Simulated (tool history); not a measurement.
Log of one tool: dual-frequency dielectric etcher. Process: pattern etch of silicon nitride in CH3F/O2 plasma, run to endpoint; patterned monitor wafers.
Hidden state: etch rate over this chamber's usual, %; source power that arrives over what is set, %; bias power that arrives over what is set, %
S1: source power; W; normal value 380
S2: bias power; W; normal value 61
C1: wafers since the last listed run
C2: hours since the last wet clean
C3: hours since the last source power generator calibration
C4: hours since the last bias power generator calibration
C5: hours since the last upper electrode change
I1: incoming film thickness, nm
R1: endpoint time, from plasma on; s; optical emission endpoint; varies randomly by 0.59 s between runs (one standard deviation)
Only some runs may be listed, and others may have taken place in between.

run     day   S1  S2   C1     C2      C3      C4      C5     I1     R1
  1       0  380  61    0  486.7  2410.6  1924.3  4921.6    105  122.1
  2   0.317  380  61   35  494.3  2418.2  1931.9  4929.2  104.3  121.9
  3   2.396  380  61  232  544.2  2468.1  1981.8  4979.1  104.7  122.8
  4   2.958  450  61   62  557.7  2481.6  1995.3  4992.6  103.7  116.4
  5     3.3  450  61   38  565.9  2489.8  2003.5  5000.8  103.4    116
      3.888  -- source power generator calibrated
      5.454  -- wet clean of the chamber
  6   5.475  380  61  112    0.5    38.1  2055.7    5053  104.8  116.3
  7       6  380  61   58   13.1    50.7  2068.3  5065.6  104.9  116.5
      6.725  -- bias power generator calibrated
      7.338  -- upper electrode replaced
  8   7.358  430  76   64   45.7    83.3    15.2     0.5  104.1  106.5
  9   8.321  290  53  107   68.8   106.4    38.3    23.6    105  128.6
 10   9.017  380  61   77   85.5   123.1      55    40.3  104.9  117.6
 11    9.75  340  47   81  103.1   140.7    72.6    57.9  104.4  126.9
 12  10.346  430  76   66  117.4     155    86.9    72.2  104.5  107.4
 13  10.971  380  54   69  132.4     170   101.9    87.2  104.5    121
 14  11.658  280  61   76  148.9   186.5   118.4   103.7  104.4  125.7

3 options for the next run, each taken on its own from the tool as it stands now. Forecast them:
  A  11.679  380  67   2  149.4  187  118.9  104.2  105.6   ?
  B  11.679  460  73   2  149.4  187  118.9  104.2  105.6   ?
  C  11.679  410  72   2  149.4  187  118.9  104.2  105.6   ?

run     R1
  A  115.3
  B  107.4
  C  111.1
Without the tool's hidden state the same runs would have given:
run     R1
  A  113.8
  B  105.9
  C  109.6
